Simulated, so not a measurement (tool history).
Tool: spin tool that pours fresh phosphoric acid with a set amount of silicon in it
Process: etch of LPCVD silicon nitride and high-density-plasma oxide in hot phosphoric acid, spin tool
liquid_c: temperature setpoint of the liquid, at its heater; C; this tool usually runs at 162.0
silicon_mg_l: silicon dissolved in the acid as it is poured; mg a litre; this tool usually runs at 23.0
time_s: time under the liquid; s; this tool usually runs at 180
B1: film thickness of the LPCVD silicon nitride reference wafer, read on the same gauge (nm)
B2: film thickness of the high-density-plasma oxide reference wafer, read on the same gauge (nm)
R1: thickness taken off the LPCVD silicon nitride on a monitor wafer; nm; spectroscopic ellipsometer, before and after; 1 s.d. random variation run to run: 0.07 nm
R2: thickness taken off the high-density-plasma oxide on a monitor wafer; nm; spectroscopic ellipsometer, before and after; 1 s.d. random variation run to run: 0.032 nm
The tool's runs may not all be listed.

Run 1, day 0.000: usual settings; B1 109.98; B2 70.005. Result: R1 16.52 nm, R2 0.621 nm.
Run 2, day 2.588: usual settings but silicon_mg_l 9.0 mg a litre, time_s 260 s; B1 110.00; B2 69.992. Result: R1 23.84 nm, R2 1.272 nm.
Run 3, day 3.721: usual settings but silicon_mg_l 30.5 mg a litre; B1 109.99; B2 69.991. Result: R1 16.42 nm, R2 0.471 nm.
Run 4, day 5.358: usual settings but liquid_c 164.5 C, silicon_mg_l 32.0 mg a litre, time_s 105 s; B1 109.96; B2 70.017. Result: R1 10.43 nm, R2 0.306 nm.
Run 5, day 7.592: usual settings but time_s 230 s; B1 109.98; B2 70.004. Result: R1 21.11 nm, R2 0.737 nm.
At day 9.696: thermometer replaced.
Run 6, day 10.388: usual settings but liquid_c 163.0 C; B1 110.00; B2 69.993. Result: R1 16.86 nm, R2 0.663 nm.
Run 7, day 12.550: usual settings but liquid_c 161.0 C, silicon_mg_l 9.0 mg a litre, time_s 120 s; B1 110.00; B2 69.988. Result: R1 10.57 nm, R2 0.610 nm.
Run 8, day 15.188: usual settings but time_s 290 s; B1 109.99; B2 70.012. Result: R1 26.43 nm, R2 0.986 nm.
Run 9, day 17.321: usual settings but silicon_mg_l 35.5 mg a litre, time_s 105 s; B1 110.01; B2 69.976. Result: R1 9.48 nm, R2 0.211 nm.
Run 10, day 18.579: usual settings but liquid_c 159.0 C, silicon_mg_l 9.5 mg a litre, time_s 100 s; B1 109.99; B2 70.018. Result: R1 8.16 nm, R2 0.386 nm.
At day 19.654: dissolved silicon flow meter replaced.
Run 11, day 21.458: usual settings but liquid_c 164.0 C, silicon_mg_l 40.0 mg a litre, time_s 95 s; B1 110.03; B2 69.977. Result: R1 9.09 nm, R2 0.164 nm.
At day 22.775: heated supply line repaired.
Run 12, day 22.867: usual settings but liquid_c 164.5 C, silicon_mg_l 30.0 mg a litre, time_s 240 s; B1 110.02; B2 69.969. Result: R1 24.32 nm, R2 0.809 nm.
Run 13, day 25.475: usual settings but silicon_mg_l 32.5 mg a litre, time_s 250 s; B1 110.02; B2 69.998. Result: R1 23.20 nm, R2 0.669 nm.
Run 14, day 28.333: usual settings but liquid_c 165.0 C, silicon_mg_l 16.5 mg a litre, time_s 115 s; B1 109.99; B2 70.019. Result: R1 11.77 nm, R2 0.631 nm.
Run 15, day 31.058: usual settings; B1 110.01; B2 70.029. Result: R1 16.63 nm, R2 0.604 nm.
Run 16, day 33.450: usual settings but liquid_c 165.0 C, silicon_mg_l 15.0 mg a litre, time_s 90 s; B1 110.03; B2 70.018. Result: R1 9.16 nm, R2 0.489 nm.
Run 17, day 34.888: usual settings but time_s 215 s; B1 109.98; B2 70.019. Result: R1 19.77 nm, R2 0.792 nm.
Run 18, day 36.125: usual settings but liquid_c 160.5 C; B1 109.99; B2 69.997. Result: R1 15.78 nm, R2 0.566 nm.
Run 19, day 38.767: usual settings but time_s 125 s; B1 109.98; B2 70.005. Result: R1 11.53 nm, R2 0.457 nm.
Run 20, day 41.017: usual settings; B1 110.00; B2 69.987. Result: R1 16.44 nm, R2 0.559 nm.

Consider 5 possible next runs. They are alternatives, not a sequence: every one starts from the tool as it was left by run 20. What does each give?
Run A, day 41.038: usual settings; B1 ?; B2 ?. Result: R1 ?, R2 ?.
Run B, day 41.038: usual settings but time_s 70 s; B1 ?; B2 ?. Result: R1 ?, R2 ?.
Run C, day 41.038: usual settings but silicon_mg_l 40.0 mg a litre, time_s 220 s; B1 ?; B2 ?. Result: R1 ?, R2 ?.
Run D, day 41.038: usual settings but liquid_c 163.5 C, silicon_mg_l 27.5 mg a litre, time_s 130 s; B1 ?; B2 ?. Result: R1 ?, R2 ?.
Run E, day 41.038: usual settings but silicon_mg_l 14.5 mg a litre, time_s 140 s; B1 ?; B2 ?. Result: R1 ?, R2 ?.

run      B1      B2     R1     R2
  A  110.01  69.997  16.44  0.604
  B  110.01  69.997   6.39  0.235
  C  110.01  69.997  20.09  0.346
  D  110.01  69.997  12.48  0.418
  E  110.01  69.997  12.78  0.594
With the hidden condition removed and each run's random variation left untouched, the same runs would have given:
run     R1     R2
  A  16.73  0.628
  B   6.51  0.244
  C  20.45  0.360
  D  12.70  0.435
  E  13.01  0.618
